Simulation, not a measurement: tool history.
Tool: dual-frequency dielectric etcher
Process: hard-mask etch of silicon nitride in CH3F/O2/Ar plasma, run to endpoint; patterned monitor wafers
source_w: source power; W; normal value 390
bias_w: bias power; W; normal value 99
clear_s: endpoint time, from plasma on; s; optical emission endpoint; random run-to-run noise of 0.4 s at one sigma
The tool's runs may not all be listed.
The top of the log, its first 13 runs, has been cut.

| run | hour | source_w | bias_w | incoming incoming film thickness, nm | clear_s |
|---|---|---|---|---|---|
| 14 | 186.4 | 390 | 99 | 50.09 | 69.2 |
| 15 | 200.3 | 390 | 99 | 49.93 | 68.3 |
| 16 | 214.7 | 390 | 78 | 50.59 | 74.7 |
| 17 | 222.5 | 350 | 75 | 50.55 | 78.3 |
| 18 | 240.0 | 390 | 92 | 49.92 | 70.4 |
|  | 269.8 | upper electrode replaced |
|  | 273.4 | wet clean of the chamber |
| 19 | 273.9 | 460 | 118 | 49.49 | 60.5 |
| 20 | 306.5 | 430 | 87 | 49.62 | 67.7 |
| 21 | 323.4 | 390 | 79 | 49.97 | 73.0 |
| 22 | 359.8 | 290 | 76 | 50.62 | 81.0 |
| 23 | 369.8 | 320 | 99 | 50.47 | 73.5 |
| 24 | 378.0 | 450 | 83 | 50.19 | 69.5 |
|  | 387.5 | source power generator calibrated |
| 25 | 388.6 | 480 | 75 | 50.49 | 69.7 |
| 26 | 406.5 | 390 | 120 | 49.98 | 64.7 |
| 27 | 424.2 | 390 | 124 | 50.06 | 64.4 |
| 28 | 437.2 | 430 | 80 | 49.59 | 69.8 |
| 29 | 475.1 | 470 | 123 | 50.31 | 61.0 |
| 30 | 485.9 | 390 | 99 | 49.48 | 68.0 |
| 31 | 492.2 | 390 | 79 | 50.38 | 74.3 |
| 32 | 507.6 | 420 | 113 | 49.69 | 64.3 |
| 33 | 522.1 | 390 | 99 | 50.40 | 70.0 |
| 34 | 536.7 | 360 | 122 | 49.71 | 66.9 |
| 35 | 548.7 | 390 | 112 | 50.47 | 67.2 |

Forecast each of these 4 alternatives for the next run:
| A | 549.1 | 390 | 113 | 50.14 | ? |
| B | 549.1 | 290 | 89 | 50.14 | ? |
| C | 549.1 | 340 | 84 | 50.14 | ? |
| D | 549.1 | 470 | 91 | 50.14 | ? |

| run | clear_s |
|---|---|
| A | 67.0 |
| B | 78.5 |
| C | 76.1 |
| D | 67.2 |
With no hidden state in the tool, these same runs would have given:
| run | clear_s |
|---|---|
| A | 65.4 |
| B | 76.7 |
| C | 74.3 |
| D | 65.7 |
